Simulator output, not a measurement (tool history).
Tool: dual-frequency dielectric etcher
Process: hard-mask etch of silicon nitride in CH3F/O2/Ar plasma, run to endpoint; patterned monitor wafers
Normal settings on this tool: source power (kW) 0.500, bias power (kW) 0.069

| run | hour | source power (kW) | bias power (kW) | wafers since the last listed run | hours since the last wet clean | hours since the last source power generator calibration | hours since the last bias power generator calibration | hours since the last upper electrode change | incoming incoming film thickness, nm | endpoint time (s) |
|---|---|---|---|---|---|---|---|---|---|---|
| 1 | 0.0 | 0.570 | 0.069 | 0 | 486.6 | 2319.0 | 2301.5 | 2026.5 | 45.08 | 59.5 |
| 2 | 14.6 | 0.500 | 0.069 | 171 | 501.2 | 2333.6 | 2316.1 | 2041.1 | 45.39 | 64.9 |
| 3 | 29.0 | 0.500 | 0.069 | 169 | 515.6 | 2348.0 | 2330.5 | 2055.5 | 45.17 | 64.6 |
| 4 | 81.0 | 0.500 | 0.069 | 611 | 567.6 | 2400.0 | 2382.5 | 2107.5 | 45.67 | 65.6 |
|  | 105.9 | wet clean of the chamber |
| 5 | 106.4 | 0.430 | 0.075 | 16 | 0.5 | 2425.4 | 2407.9 | 2132.9 | 45.22 | 66.3 |
| 6 | 109.4 | 0.560 | 0.060 | 35 | 3.5 | 2428.4 | 2410.9 | 2135.9 | 44.90 | 61.8 |
| 7 | 117.8 | 0.560 | 0.060 | 98 | 11.9 | 2436.8 | 2419.3 | 2144.3 | 45.20 | 62.0 |
| 8 | 129.0 | 0.600 | 0.069 | 131 | 23.1 | 2448.0 | 2430.5 | 2155.5 | 45.15 | 57.6 |
| 9 | 140.7 | 0.600 | 0.069 | 137 | 34.8 | 2459.7 | 2442.2 | 2167.2 | 45.31 | 57.9 |
| 10 | 153.1 | 0.500 | 0.069 | 145 | 47.2 | 2472.1 | 2454.6 | 2179.6 | 45.11 | 63.7 |
| 11 | 162.4 | 0.500 | 0.069 | 109 | 56.5 | 2481.4 | 2463.9 | 2188.9 | 44.94 | 62.2 |
| 12 | 168.5 | 0.500 | 0.069 | 71 | 62.6 | 2487.5 | 2470.0 | 2195.0 | 44.55 | 62.5 |
| 13 | 179.1 | 0.450 | 0.064 | 124 | 73.2 | 2498.1 | 2480.6 | 2205.6 | 45.14 | 68.0 |
| 14 | 193.4 | 0.500 | 0.069 | 168 | 87.5 | 2512.4 | 2494.9 | 2219.9 | 44.85 | 62.8 |
| 15 | 202.5 | 0.450 | 0.055 | 106 | 96.6 | 2521.5 | 2504.0 | 2229.0 | 45.42 | 71.9 |
|  | 217.2 | bias power generator calibrated |
| 16 | 219.8 | 0.440 | 0.080 | 156 | 113.9 | 2538.8 | 2.6 | 2246.3 | 45.15 | 64.3 |
|  | 246.6 | upper electrode replaced |
| 17 | 247.1 | 0.590 | 0.077 | 38 | 141.2 | 2566.1 | 29.9 | 0.5 | 45.12 | 56.3 |
| 18 | 247.5 | 0.560 | 0.077 | 4 | 141.6 | 2566.5 | 30.3 | 0.9 | 45.55 | 58.6 |
| 19 | 251.1 | 0.380 | 0.058 | 42 | 145.2 | 2570.1 | 33.9 | 4.5 | 45.36 | 76.9 |
| 20 | 261.8 | 0.420 | 0.052 | 125 | 155.9 | 2580.8 | 44.6 | 15.2 | 44.72 | 74.4 |
|  | 278.5 | source power generator calibrated |
| 21 | 279.0 | 0.450 | 0.057 | 155 | 173.1 | 0.5 | 61.8 | 32.4 | 45.97 | 71.7 |
| 22 | 290.6 | 0.500 | 0.069 | 136 | 184.7 | 12.1 | 73.4 | 44.0 | 45.38 | 63.1 |
| 23 | 298.8 | 0.590 | 0.075 | 96 | 192.9 | 20.3 | 81.6 | 52.2 | 45.00 | 56.8 |
| 24 | 315.2 | 0.390 | 0.055 | 192 | 209.3 | 36.7 | 98.0 | 68.6 | 44.99 | 76.2 |
| 25 | 330.3 | 0.580 | 0.083 | 177 | 224.4 | 51.8 | 113.1 | 83.7 | 45.35 | 56.5 |
| 26 | 362.9 | 0.390 | 0.074 | 383 | 257.0 | 84.4 | 145.7 | 116.3 | 44.91 | 70.3 |
| 27 | 380.1 | 0.430 | 0.060 | 202 | 274.2 | 101.6 | 162.9 | 133.5 | 44.84 | 71.0 |
| 28 | 388.7 | 0.560 | 0.078 | 101 | 282.8 | 110.2 | 171.5 | 142.1 | 45.09 | 57.8 |
| 29 | 394.7 | 0.500 | 0.069 | 70 | 288.8 | 116.2 | 177.5 | 148.1 | 44.81 | 63.6 |
| 30 | 407.0 | 0.590 | 0.082 | 144 | 301.1 | 128.5 | 189.8 | 160.4 | 45.03 | 55.4 |
| 31 | 416.8 | 0.460 | 0.063 | 115 | 310.9 | 138.3 | 199.6 | 170.2 | 45.37 | 68.3 |
| 32 | 425.5 | 0.580 | 0.069 | 102 | 319.6 | 147.0 | 208.3 | 178.9 | 45.29 | 59.3 |
| 33 | 443.3 | 0.560 | 0.078 | 209 | 337.4 | 164.8 | 226.1 | 196.7 | 44.73 | 57.5 |
| 34 | 457.9 | 0.380 | 0.085 | 171 | 352.0 | 179.4 | 240.7 | 211.3 | 45.42 | 69.2 |
| 35 | 469.2 | 0.500 | 0.064 | 132 | 363.3 | 190.7 | 252.0 | 222.6 | 45.68 | 66.3 |

Hidden state, per run?
source power that arrives over what is set, %: 0 at every run
bias power that arrives over what is set, %: 0 at every run
H1: etch rate over this chamber's usual, %
| run | H1 |
|---|---|
| 1 | -1.69 |
| 2 | -1.74 |
| 3 | -1.79 |
| 4 | -1.97 |
| 5 | 0.142 |
| 6 | 0.132 |
| 7 | 0.103 |
| 8 | 0.0643 |
| 9 | 0.0239 |
| 10 | -0.019 |
| 11 | -0.0512 |
| 12 | -0.0723 |
| 13 | -0.109 |
| 14 | -0.158 |
| 15 | -0.19 |
| 16 | -0.25 |
| 17 | -0.344 |
| 18 | -0.345 |
| 19 | -0.358 |
| 20 | -0.395 |
| 21 | -0.454 |
| 22 | -0.494 |
| 23 | -0.523 |
| 24 | -0.58 |
| 25 | -0.632 |
| 26 | -0.745 |
| 27 | -0.804 |
| 28 | -0.834 |
| 29 | -0.854 |
| 30 | -0.897 |
| 31 | -0.931 |
| 32 | -0.961 |
| 33 | -1.02 |
| 34 | -1.07 |
| 35 | -1.11 |
